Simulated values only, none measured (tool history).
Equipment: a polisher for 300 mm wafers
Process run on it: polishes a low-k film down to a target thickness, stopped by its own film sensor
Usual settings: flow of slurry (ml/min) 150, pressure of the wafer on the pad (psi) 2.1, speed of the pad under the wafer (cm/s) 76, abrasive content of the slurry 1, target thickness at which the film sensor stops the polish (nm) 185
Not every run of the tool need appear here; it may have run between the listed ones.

run   hour  flow of slurry (ml/min)  pressure of the wafer on the pad (psi)  speed of the pad under the wafer (cm/s)  abrasive content of the slurry  target thickness at which the film sensor stops the polish (nm)  wafers since the last listed run  wafers polished on this pad  hours since the slurry nozzle was cleaned  hours since the head pressure was calibrated  hours since the slurry blender was calibrated  hours since the conditioning disc was replaced  incoming thickness of the incoming film, nm  time until the film sensor stopped the polish (s)
  1      0                      150                                     2.1                                       76                               1                                                              189                                 0                          720                                      544.3                                         876.2                                          357.4                                           217.8                                        226.1                                                118
  2   17.6                      130                                     2.1                                       76                             1.2                                                              185                               202                          922                                      561.9                                         893.8                                            375                                           235.4                                        230.1                                              132.5
  3   28.9                      120                                     2.1                                       76                            1.25                                                              185                               129                         1052                                      573.2                                         905.1                                          386.3                                           246.7                                        226.5                                              122.9
      39.8  -- worn pad replaced by a new one
  4   42.2                      120                                     2.1                                       76                            1.25                                                              185                               106                           27                                      586.5                                         918.4                                          399.6                                             260                                        230.5                                              135.1
        45  -- slurry blender recalibrated
  5   52.4                      150                                     2.1                                       76                               1                                                              185                                94                          121                                      596.7                                         928.6                                            7.4                                           270.2                                        231.6                                              150.9
  6   64.2                      150                                     2.1                                       76                               1                                                              185                               135                          256                                      608.5                                         940.4                                           19.2                                             282                                        232.4                                              154.3
  7   73.5                      150                                     2.1                                       76                               1                                                              185                               106                          363                                      617.8                                         949.7                                           28.5                                           291.3                                        233.5                                              155.6
  8     84                      150                                     2.1                                       76                               1                                                              185                               120                          483                                      628.3                                         960.2                                             39                                           301.8                                        231.7                                              152.1
  9   98.3                      130                                     2.1                                       76                               1                                                              185                               164                          648                                      642.6                                         974.5                                           53.3                                           316.1                                        233.4                                              162.1
 10  109.2                      150                                     2.1                                       76                               1                                                              185                               125                          773                                      653.5                                         985.4                                           64.2                                             327                                        229.6                                                146
 11  123.1                      150                                     2.1                                       54                             0.9                                                              185                               159                          932                                      667.4                                         999.3                                           78.1                                           340.9                                          230                                              206.3
     128.3  -- worn pad replaced by a new one
 12  138.6                      150                                     2.1                                      100                               1                                                              185                               132                          117                                      682.9                                        1014.8                                           93.6                                           356.4                                        233.2                                              127.9
 13  156.1                      150                                     2.1                                       76                               1                                                              185                               200                          318                                      700.4                                        1032.3                                          111.1                                           373.9                                        230.1                                              147.4
 14  167.9                      150                                     2.1                                       76                               1                                                              190                               135                          454                                      712.2                                        1044.1                                          122.9                                           385.7                                        228.9                                              129.1
 15  180.4                      185                                     2.1                                       50                               1                                                              190                               143                          597                                      724.7                                        1056.6                                          135.4                                           398.2                                        233.9                                              189.4
     193.4  -- conditioning disc replaced and pad reconditioned
 16  193.9                      190                                     2.1                                       96                             1.1                                                              175                               132                          729                                      738.2                                        1070.1                                          148.9                                             0.5                                        227.9                                              129.5
 17  207.6                      120                                     2.1                                       58                             0.8                                                              178                               157                          887                                      751.9                                        1083.8                                          162.6                                            14.2                                        228.2                                              272.4
       216  -- worn pad replaced by a new one
 18  216.7                      150                                     2.1                                       52                            0.85                                                              194                                58                            8                                        761                                        1092.9                                          171.7                                            23.3                                        232.6                                              202.6
 19  224.6                      150                                     2.1                                       54                               1                                                              185                                90                           98                                      768.9                                        1100.8                                          179.6                                            31.2                                        230.2                                              196.3
     229.1  -- slurry nozzle cleaned
     229.4  -- head pressure recalibrated
 20    238                      115                                     2.1                                       76                               1                                                              181                               138                          237                                        8.9                                           8.6                                            193                                            44.6                                        230.1                                              163.3
 21  251.4                      150                                     2.1                                       76                               1                                                              185                               153                          391                                       22.3                                            22                                          206.4                                              58                                        228.4                                              135.3
 22  273.2                      150                                     2.1                                       76                               1                                                              185                               250                          641                                       44.1                                          43.8                                          228.2                                            79.8                                        230.1                                              140.1
 23  286.2                      105                                     2.1                                       76                             1.1                                                              193                               149                          790                                       57.1                                          56.8                                          241.2                                            92.8                                        225.9                                              104.2
 24  299.5                      150                                     1.9                                      100                               1                                                              196                               152                          943                                       70.4                                          70.1                                          254.5                                           106.1                                        229.9                                               94.4
     307.7  -- worn pad replaced by a new one
 25  308.2                      150                                     1.6                                       64                               1                                                              185                                53                            5                                       79.1                                          78.8                                          263.2                                           114.8                                        226.6                                              194.2
 26  323.6                      125                                     2.4                                       76                            1.25                                                              193                               176                          182                                       94.5                                          94.2                                          278.6                                           130.2                                        226.9                                               83.3

4 ways to go on from here, each from the tool as it stands after run 26. What would each give?
  A  324.1                      150                                     2.1                                       76                               1                                                              185                                 5                          188                                         95                                          94.7                                          279.1                                           130.7                                        229.1                                                  ?
  B  324.1                      150                                     2.4                                       76                               1                                                              200                                 5                          188                                         95                                          94.7                                          279.1                                           130.7                                        229.1                                                  ?
  C  324.1                      135                                     2.1                                       76                               1                                                              185                                 5                          188                                         95                                          94.7                                          279.1                                           130.7                                        229.1                                                  ?
  D  324.1                      150                                     1.8                                       60                            1.15                                                              191                                 5                          188                                         95                                          94.7                                          279.1                                           130.7                                        229.1                                                  ?

run  time until the film sensor stopped the polish (s)
  A                                              136.4
  B                                                 79
  C                                              139.5
  D                                                149
The same runs, with their run-to-run variation unchanged, on a tool lacking any hidden condition would have given:
run  time until the film sensor stopped the polish (s)
  A                                              135.4
  B                                               78.4
  C                                              138.3
  D                                              147.9

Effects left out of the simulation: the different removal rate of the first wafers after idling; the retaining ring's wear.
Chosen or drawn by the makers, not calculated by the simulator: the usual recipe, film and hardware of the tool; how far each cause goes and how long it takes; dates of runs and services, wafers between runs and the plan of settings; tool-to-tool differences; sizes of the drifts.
